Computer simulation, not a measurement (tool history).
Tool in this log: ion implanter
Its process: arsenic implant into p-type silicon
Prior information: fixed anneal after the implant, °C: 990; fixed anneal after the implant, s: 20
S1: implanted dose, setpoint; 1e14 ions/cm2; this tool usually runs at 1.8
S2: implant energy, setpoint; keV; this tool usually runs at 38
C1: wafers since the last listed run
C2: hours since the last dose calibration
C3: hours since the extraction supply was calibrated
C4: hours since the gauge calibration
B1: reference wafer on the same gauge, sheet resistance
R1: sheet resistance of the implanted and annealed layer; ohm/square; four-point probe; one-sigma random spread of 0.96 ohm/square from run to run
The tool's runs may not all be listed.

run   hour    S1    S2   C1      C2      C3     C4      B1      R1
  1      0   1.8    38    0   803.9  2266.3   43.7  333.02  400.26
  2   17.1   1.8    38  229     821  2283.4   60.8  332.65  398.94
  3   33.7   1.8    38  222   837.6    2300   77.4  332.99  399.28
  4   49.3  1.91    38  209   853.2  2315.6     93   332.8  383.67
  5   62.5   1.8  30.5  177   866.4  2328.8  106.2  333.17  412.84
  6   73.8   1.8    38  151   877.7  2340.1  117.5  333.11  399.47
  7   86.5   1.8    38  170   890.4  2352.8  130.2  333.13  400.21
  8   97.9   1.8    38  153   901.8  2364.2  141.6     333  399.91
  9  110.6   1.8    38  170   914.5  2376.9  154.3  332.97  399.28
 10  123.6  2.04    38  174   927.5  2389.9  167.3  332.69   366.4
 11  132.9  2.04    38  124   936.8  2399.2  176.6  333.07  367.02
 12  155.9   1.8    38  308   959.8  2422.2  199.6  332.85  397.67
 13  168.2   1.8    38  165   972.1  2434.5  211.9  333.14  400.37
 14  180.1   1.8    38  159     984  2446.4  223.8  333.22   399.4
 15  187.2   1.8    42   95   991.1  2453.5  230.9   332.9  393.61
 16  206.8   1.8    42  263  1010.7  2473.1  250.5  332.95  391.22
 17  215.5  2.15    34  116  1019.4  2481.8  259.2  333.03  358.24
 18  221.7  1.58  43.5   83  1025.6    2488  265.4  333.27  429.01
     234.3  -- extraction supply calibrated
 19  234.6   1.8    38   65  1038.5     0.3  278.3  333.07  399.96
 20  251.8  2.06  30.5  231  1055.7    17.5  295.5  333.15  375.21
     254.6  -- gauge calibrated
 21  260.9  1.41    45  122  1064.8    26.6    6.3  333.07  459.68
 22  277.1  1.46  46.5  217    1081    42.8   22.5  333.24   446.5
 23  289.5  1.59  31.5  166  1093.4    55.2   34.9  333.15  449.79
     308.9  -- Faraday cup replaced and dose calibrated
 24  309.4  2.22    50  159     0.5    75.1   54.8  333.05  314.05
 25  312.6   1.8    38   42     3.7    78.3     58  333.02   382.5
 26  325.8   1.8    46  177    16.9    91.5   71.2  332.71  369.29
 27  342.5   1.8    38  224    33.6   108.2   87.9  332.79  382.92
 28  355.6  2.17    46  175    46.7   121.3    101  332.91  325.94
 29  366.7   1.8    38  149    57.8   132.4  112.1  333.22  383.64
 30  377.8   1.8  30.5  149    68.9   143.5  123.2  332.77  400.02
 31  395.1   1.8    38  232    86.2   160.8  140.5  332.98  384.92
 32  408.3   1.8    34  177    99.4     174  153.7  332.86  391.41

Table of differences, measured result less the result of that run with no hidden state. Run-to-run variation is the same in both. Gauge scatter possibly is not:
Hidden conditions of the tool in this case: deviation of the true dose from the Faraday cup's reading, %; deviation of the true energy from its setpoint, %; gauge reads high (%).
run      R1
  1  +16.58
  2  +16.61
  3  +16.69
  4   +16.2
  5  +17.63
  6  +16.88
  7  +16.96
  8  +16.99
  9  +17.02
 10  +15.83
 11  +15.89
 12  +17.11
 13  +17.27
 14  +17.26
 15  +16.92
 16  +16.88
 17  +15.91
 18  +18.26
 19  +17.45
 20  +16.81
 21  +19.39
 22  +18.92
 23   +19.8
 24   -0.22
 25   -0.15
 26   +0.31
 27   +0.89
 28   +1.13
 29   +1.68
 30   +2.14
 31   +2.54
 32   +2.99

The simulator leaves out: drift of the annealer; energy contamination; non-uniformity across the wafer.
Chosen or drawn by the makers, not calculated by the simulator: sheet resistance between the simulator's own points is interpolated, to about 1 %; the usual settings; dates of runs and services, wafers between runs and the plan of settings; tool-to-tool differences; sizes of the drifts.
